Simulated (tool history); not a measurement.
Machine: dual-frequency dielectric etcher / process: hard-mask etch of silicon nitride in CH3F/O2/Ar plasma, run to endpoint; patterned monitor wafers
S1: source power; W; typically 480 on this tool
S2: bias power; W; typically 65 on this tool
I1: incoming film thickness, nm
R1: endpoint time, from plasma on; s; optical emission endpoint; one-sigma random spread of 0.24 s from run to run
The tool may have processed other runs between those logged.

| run | hour | S1 | S2 | I1 | R1 |
|---|---|---|---|---|---|
| 1 | 0.0 | 480 | 54 | 45.91 | 69.9 |
| 2 | 65.5 | 480 | 54 | 45.81 | 69.1 |
| 3 | 123.7 | 550 | 61 | 45.89 | 61.7 |
| 4 | 167.5 | 480 | 56 | 45.47 | 67.3 |
| 5 | 206.7 | 530 | 65 | 45.82 | 61.0 |
|  | 256.0 | wet clean of the chamber |
| 6 | 266.6 | 530 | 65 | 45.30 | 62.8 |
| 7 | 320.8 | 530 | 65 | 45.53 | 62.6 |
|  | 370.3 | source power generator calibrated |
| 8 | 384.7 | 480 | 65 | 45.77 | 66.7 |
| 9 | 433.8 | 480 | 65 | 45.34 | 65.5 |
| 10 | 470.7 | 570 | 65 | 45.64 | 60.0 |
| 11 | 506.0 | 570 | 65 | 45.31 | 59.1 |
| 12 | 609.9 | 480 | 55 | 45.97 | 68.2 |
|  | 652.5 | wet clean of the chamber |
| 13 | 653.8 | 480 | 55 | 45.95 | 71.7 |
| 14 | 706.3 | 520 | 73 | 45.70 | 61.6 |
| 15 | 736.0 | 360 | 59 | 46.10 | 82.8 |
| 16 | 805.6 | 480 | 70 | 45.66 | 65.0 |
| 17 | 833.9 | 530 | 65 | 46.28 | 63.3 |
| 18 | 869.7 | 400 | 79 | 45.64 | 68.7 |
|  | 919.0 | upper electrode replaced |
| 19 | 919.5 | 370 | 51 | 45.66 | 83.4 |
| 20 | 956.7 | 600 | 65 | 45.66 | 58.1 |

What will run 21 give?
| 21 | 1009.0 | 520 | 54 | 45.65 | ? |

Run 21 gave R1 65.9 s.
If the tool had no hidden condition, the same run with the same run-to-run variation would have returned R1 67.1 s.
